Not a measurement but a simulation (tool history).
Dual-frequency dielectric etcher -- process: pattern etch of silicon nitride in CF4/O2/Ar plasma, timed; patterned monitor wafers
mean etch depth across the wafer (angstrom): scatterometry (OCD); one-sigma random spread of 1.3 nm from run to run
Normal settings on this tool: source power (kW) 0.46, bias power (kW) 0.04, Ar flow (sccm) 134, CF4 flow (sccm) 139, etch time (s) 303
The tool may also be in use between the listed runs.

run   hour  source power (kW)  bias power (kW)  Ar flow (sccm)  CF4 flow (sccm)  etch time (s)  wafers since the last listed run  hours since the last wet clean  hours since the last source power generator calibration  hours since the last bias power generator calibration  hours since the last Ar flow controller change  hours since the last CF4 flow controller change  hours since the last upper electrode change  hours since the gauge calibration  read-back reference wafer on the same gauge, depth_nm  mean etch depth across the wafer (angstrom)
  1      0               0.46             0.04             134              157            303                                 0                            60.2                                                   2971.4                                                 1693.8                                          4102.8                                           4965.7                                       4694.5                              636.3                                                  472.3                                         5135
  2   26.3               0.46             0.04             134              139            303                                81                            86.5                                                   2997.7                                                 1720.1                                          4129.1                                             4992                                       4720.8                              662.6                                                  472.3                                         5043
  3   46.1               0.56            0.036             134              159          278.5                                61                           106.3                                                   3017.5                                                 1739.9                                          4148.9                                           5011.8                                       4740.6                              682.4                                                  472.4                                         5303
  4   80.9               0.46            0.033             166              161            377                               108                           141.1                                                   3052.3                                                 1774.7                                          4183.7                                           5046.6                                       4775.4                              717.2                                                  471.7                                         5713
  5  114.5               0.46             0.04             134              139            303                               104                           174.7                                                   3085.9                                                 1808.3                                          4217.3                                           5080.2                                         4809                              750.8                                                  472.4                                         5028
     122.6  -- CF4 flow controller replaced
     140.5  -- upper electrode replaced
     182.2  -- bias power generator calibrated
  6  182.7               0.46            0.036             112              139            303                               125                           242.9                                                   3154.1                                                    0.5                                          4285.5                                             60.1                                         42.2                                819                                                  472.4                                         4955
  7  211.6               0.38            0.046             117              139            224                                89                           271.8                                                     3183                                                   29.4                                          4314.4                                               89                                         71.1                              847.9                                                  472.3                                         3493
  8  235.1               0.46             0.04             157              139            303                                73                           295.3                                                   3206.5                                                   52.9                                          4337.9                                            112.5                                         94.6                              871.4                                                  471.9                                         5064
  9  256.4               0.54             0.04             154              139            303                                66                           316.6                                                   3227.8                                                   74.2                                          4359.2                                            133.8                                        115.9                              892.7                                                  472.2                                         5816
     261.6  -- gauge calibrated
 10  269.3               0.46            0.044             125              139            303                                40                           329.5                                                   3240.7                                                   87.1                                          4372.1                                            146.7                                        128.8                                7.7                                                  472.1                                         5380
     315.1  -- Ar flow controller replaced
     320.3  -- wet clean of the chamber
       332  -- source power generator calibrated
 11  339.8               0.46            0.045             134              153            303                               172                            19.5                                                      7.8                                                  157.6                                            24.7                                            217.2                                        199.3                               78.2                                                  472.1                                         5515
 12  368.2               0.46            0.043             101              139            275                                88                            47.9                                                     36.2                                                    186                                            53.1                                            245.6                                        227.7                              106.6                                                  471.6                                         4896
 13    387               0.46             0.04             134              139            303                                58                            66.7                                                       55                                                  204.8                                            71.9                                            264.4                                        246.5                              125.4                                                  471.6                                         5096
 14  404.9               0.46            0.049             134              139          391.5                                55                            84.6                                                     72.9                                                  222.7                                            89.8                                            282.3                                        264.4                              143.3                                                  472.2                                         7263
 15  434.3               0.51             0.04             156              139            303                                91                             114                                                    102.3                                                  252.1                                           119.2                                            311.7                                        293.8                              172.7                                                  471.8                                         5495
 16  451.5               0.46             0.04             106              167            364                                53                           131.2                                                    119.5                                                  269.3                                           136.4                                            328.9                                          311                              189.9                                                  471.8                                         6406
 17  483.1               0.46             0.04             134              139            303                                98                           162.8                                                    151.1                                                  300.9                                             168                                            360.5                                        342.6                              221.5                                                  471.9                                         5080
 18  515.2                0.4             0.04             134              139            303                                99                           194.9                                                    183.2                                                    333                                           200.1                                            392.6                                        374.7                              253.6                                                  472.2                                         4546
 19  529.1               0.46             0.04             134              124            303                                43                           208.8                                                    197.1                                                  346.9                                             214                                            406.5                                        388.6                              267.5                                                  471.8                                         5012
 20  563.8               0.35             0.04             134              112            344                               107                           243.5                                                    231.8                                                  381.6                                           248.7                                            441.2                                        423.3                              302.2                                                  471.8                                         4453
 21  578.4               0.46             0.04             167              139            303                                45                           258.1                                                    246.4                                                  396.2                                           263.3                                            455.8                                        437.9                              316.8                                                  471.9                                         4989
 22  598.2               0.46             0.04             134              105            303                                61                           277.9                                                    266.2                                                    416                                           283.1                                            475.6                                        457.7                              336.6                                                  472.3                                         4858

3 ways to go on from here, each from the tool as it stands after run 22. What would each give?
  A  598.7               0.46             0.04             134              139            303                                 1                           278.4                                                    266.7                                                  416.5                                           283.6                                            476.1                                        458.2                              337.1                                                      ?                                            ?
  B  598.7                0.5             0.04             134              139            303                                 1                           278.4                                                    266.7                                                  416.5                                           283.6                                            476.1                                        458.2                              337.1                                                      ?                                            ?
  C  598.7                0.5             0.04             153              120          383.5                                 1                           278.4                                                    266.7                                                  416.5                                           283.6                                            476.1                                        458.2                              337.1                                                      ?                                            ?

run  read-back reference wafer on the same gauge, depth_nm  mean etch depth across the wafer (angstrom)
  A                                                    472                                         5100
  B                                                    472                                         5472
  C                                                    472                                         6680
Without the tool's unlogged condition, the same runs would have read:
run  mean etch depth across the wafer (angstrom)
  A                                         5150
  B                                         5525
  C                                         6747
